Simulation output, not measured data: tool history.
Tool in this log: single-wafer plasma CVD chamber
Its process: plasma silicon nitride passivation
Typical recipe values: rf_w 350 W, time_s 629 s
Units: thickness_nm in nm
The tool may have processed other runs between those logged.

run	day	rf_w	time_s	wafers since the last listed run	hours since the last RF generator calibration	hours since the showerhead was replaced	hours since the gauge calibration	read-back reference wafer on the same gauge, thickness_nm	thickness_nm
1	0.000	350	629	0	991.0	3052.0	809.9	700.245	803.530
2	1.692	350	629	83	1031.6	3092.6	850.5	699.067	799.624
3	2.967	370	629	62	1062.2	3123.2	881.1	700.002	813.940
4	6.054	350	629	152	1136.3	3197.3	955.2	699.967	803.352
5	8.821	350	629	136	1202.7	3263.7	1021.6	699.749	798.077
6	11.117	350	629	113	1257.8	3318.8	1076.7	699.105	797.564
7	12.996	350	629	92	1302.9	3363.9	1121.8	700.391	799.702
8	14.542	350	629	76	1340.0	3401.0	1158.9	699.935	796.532
9	16.350	315	629	89	1383.4	3444.4	1202.3	700.215	776.412
10	18.946	350	629	128	1445.7	3506.7	1264.6	700.142	796.465
11	19.962	350	629	50	1470.1	3531.1	1289.0	699.906	797.563
12	22.858	350	661	143	1539.6	3600.6	1358.5	700.227	837.987
13	23.988	350	629	55	1566.7	3627.7	1385.6	699.825	794.288
14	25.883	350	629	93	1612.2	3673.2	1431.1	700.581	792.855
15	27.958	350	629	102	1662.0	3723.0	1480.9	700.534	795.948
# day 28.775: RF generator calibrated
16	29.133	350	629	41	8.6	3751.2	1509.1	699.563	809.431
# day 32.075: showerhead replaced, of another model than before
17	32.096	350	629	129	79.7	0.5	1580.2	700.492	806.509
18	33.592	405	722	73	115.6	36.4	1616.1	700.110	981.816
19	35.383	405	722	88	158.6	79.4	1659.1	699.914	982.396
20	38.254	405	722	141	227.5	148.3	1728.0	699.760	977.301
21	40.438	350	629	107	279.9	200.7	1780.4	700.307	809.102
22	42.696	385	629	111	334.1	254.9	1834.6	699.863	838.097
23	44.621	290	629	95	380.3	301.1	1880.8	700.293	748.232
# day 46.017: gauge calibrated
24	46.650	315	736	100	429.0	349.8	15.2	699.799	904.652
25	48.967	350	580	114	484.6	405.4	70.8	699.406	744.180
26	50.488	415	579	75	521.1	441.9	107.3	699.240	788.936
27	51.617	350	578	55	548.2	469.0	134.4	700.444	741.536
28	53.604	350	629	98	595.9	516.7	182.1	699.406	800.572
29	54.671	350	629	52	621.5	542.3	207.7	700.013	805.273
30	56.683	315	593	99	669.8	590.6	256.0	700.332	725.643
31	57.971	300	746	63	700.7	621.5	286.9	700.547	899.559
32	60.367	330	511	118	758.2	679.0	344.4	699.932	639.873
33	61.808	405	701	71	792.8	713.6	379.0	700.672	938.939
34	64.700	310	704	142	862.2	783.0	448.4	699.966	855.565
35	67.554	380	504	140	930.7	851.5	516.9	699.955	661.807
36	69.375	390	538	89	974.4	895.2	560.6	699.533	710.398
37	71.421	315	555	101	1023.5	944.3	609.7	699.759	672.853
38	73.925	370	674	123	1083.6	1004.4	669.8	699.445	877.548
39	75.629	330	559	84	1124.5	1045.3	710.7	700.069	692.351
40	78.388	320	629	136	1190.7	1111.5	776.9	699.890	766.321
41	87.075	350	629	429	1399.2	1320.0	985.4	699.077	785.947
42	89.442	300	629	116	1456.0	1376.8	1042.2	699.971	745.435
43	92.000	350	629	126	1517.4	1438.2	1103.6	699.328	794.774

Each row is a separate what-if for the run after 43, all from the same tool condition, not one after another. Results?
A	92.025	375	629	1	1518.0	1438.8	1104.2	?	?
B	92.025	350	745	1	1518.0	1438.8	1104.2	?	?
C	92.025	405	693	1	1518.0	1438.8	1104.2	?	?

run	read-back reference wafer on the same gauge, thickness_nm	thickness_nm
A	700.449	808.583
B	700.449	933.512
C	700.449	916.218
Stripped of hidden state, with their random variation kept, the same runs would have yielded:
run	thickness_nm
A	832.117
B	960.681
C	942.884
